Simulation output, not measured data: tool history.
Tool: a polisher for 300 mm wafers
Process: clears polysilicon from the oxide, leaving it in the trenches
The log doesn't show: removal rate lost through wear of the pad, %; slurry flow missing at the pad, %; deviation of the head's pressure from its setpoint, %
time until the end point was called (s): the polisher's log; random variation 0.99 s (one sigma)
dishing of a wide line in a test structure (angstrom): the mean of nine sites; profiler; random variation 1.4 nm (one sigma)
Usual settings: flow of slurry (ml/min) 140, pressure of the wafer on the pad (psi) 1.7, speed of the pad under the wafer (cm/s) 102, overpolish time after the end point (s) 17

run,hour,flow of slurry (ml/min),pressure of the wafer on the pad (psi),speed of the pad under the wafer (cm/s),overpolish time after the end point (s),wafers since the last listed run,wafers polished on this pad,hours since the slurry nozzle was cleaned,hours since the head pressure was calibrated,"incoming thickness of the incoming film, nm",time until the end point was called (s),dishing of a wide line in a test structure (angstrom)
1,0,140,1.7,102,17,0,1249,251.5,745.7,534.3,61.8,609
2,16.4,140,1.7,102,17,178,1428,267.9,762.1,535.3,61.2,586
# hour 29.5: worn pad replaced by a new one
# hour 41.8: slurry nozzle cleaned
3,66.6,155,2.2,102,17,492,393,24.8,812.3,526.6,39.3,615
4,80.8,155,2.2,102,17,154,548,39,826.5,527.5,40.6,624
5,97.4,155,2.2,102,17,180,728,55.6,843.1,529.9,41,617
6,113.4,140,1.4,102,17,174,903,71.6,859.1,525.4,65.5,569
7,147.4,140,1.7,102,17,370,1273,105.6,893.1,532.7,54.4,610
# hour 160.6: worn pad replaced by a new one
8,161.1,140,1.7,102,17,105,5,119.3,906.8,536.5,56.8,590
9,166.2,140,1.7,102,17,55,60,124.4,911.9,534.3,55.5,602
10,174.4,140,1.7,102,17,89,149,132.6,920.1,529,57.1,579
11,181.7,95,1.7,102,17,79,229,139.9,927.4,529.6,63.8,583
12,189.3,140,1.7,102,25,82,312,147.5,935,528.3,57.2,634
13,195.9,140,1.9,102,20,71,384,154.1,941.6,527,51.1,598
14,208.8,140,1.7,102,17,140,524,167,954.5,524.1,57.2,589
15,225.4,115,2.2,102,17,180,705,183.6,971.1,529.8,48.1,638
16,232.2,140,1.5,102,17,74,779,190.4,977.9,531.4,67.7,556
17,262.8,140,1.7,102,17,333,1112,221,1008.5,529.8,58.4,591
# hour 265.9: head pressure recalibrated
18,275.8,140,2,102,17,119,1232,234,9.9,534.7,57.1,598
19,292.3,140,1.9,136,17,179,1412,250.5,26.4,532.1,45.8,624
# hour 298.1: worn pad replaced by a new one
20,299,140,1.7,102,17,29,9,257.2,33.1,533.7,66.5,568
21,313.6,140,1.7,102,17,159,168,271.8,47.7,530.8,64.5,569
22,323.6,140,1.7,102,17,108,277,281.8,57.7,533.2,67.2,581
23,337.4,140,1.2,102,17,150,427,295.6,71.5,541.3,96.7,510
# hour 339.4: slurry nozzle cleaned
24,350.6,140,1.7,102,17,132,560,11.2,84.7,541,60.8,570
25,358.6,140,1.7,102,13,87,647,19.2,92.7,531.3,58.5,531
26,371,140,1.7,68,17,135,782,31.6,105.1,520.1,84.9,499
27,381.1,140,1.7,120,17,110,892,41.7,115.2,523.3,49.9,618
28,398.2,155,1.7,82,24,186,1078,58.8,132.3,530.1,72,601
29,410.1,140,1.7,102,17,129,1208,70.7,144.2,536.1,62.7,565
30,419.6,140,2,102,20,103,1312,80.2,153.7,521.4,52,621
31,433.4,105,1.7,88,10,150,1462,94,167.5,530.5,79.9,421
# hour 443.8: worn pad replaced by a new one
32,458.6,125,1.7,102,17,230,160,119.2,192.7,539.2,67.2,569
33,475.5,140,1.9,102,20,184,344,136.1,209.6,521.1,55.5,593
34,485.6,120,1.2,138,22,110,454,146.2,219.7,533.9,72.3,611

5 ways to go on from here, each from the tool as it stands after run 34. What would each give?
A,486,140,1.7,122,17,4,459,146.6,220.1,532.9,?,?
B,486,95,1.4,102,8,4,459,146.6,220.1,532.9,?,?
C,486,140,1.3,102,7,4,459,146.6,220.1,532.9,?,?
D,486,100,1.7,102,17,4,459,146.6,220.1,532.9,?,?
E,486,185,1.9,84,17,4,459,146.6,220.1,532.9,?,?

run,time until the end point was called (s),dishing of a wide line in a test structure (angstrom)
A,52.8,625
B,89.2,343
C,82.5,330
D,71.8,573
E,63.5,596
Without the tool's hidden state the same runs would have given:
run,time until the end point was called (s),dishing of a wide line in a test structure (angstrom)
A,47,639
B,75.3,384
C,73.6,357
D,61.1,603
E,58.2,610

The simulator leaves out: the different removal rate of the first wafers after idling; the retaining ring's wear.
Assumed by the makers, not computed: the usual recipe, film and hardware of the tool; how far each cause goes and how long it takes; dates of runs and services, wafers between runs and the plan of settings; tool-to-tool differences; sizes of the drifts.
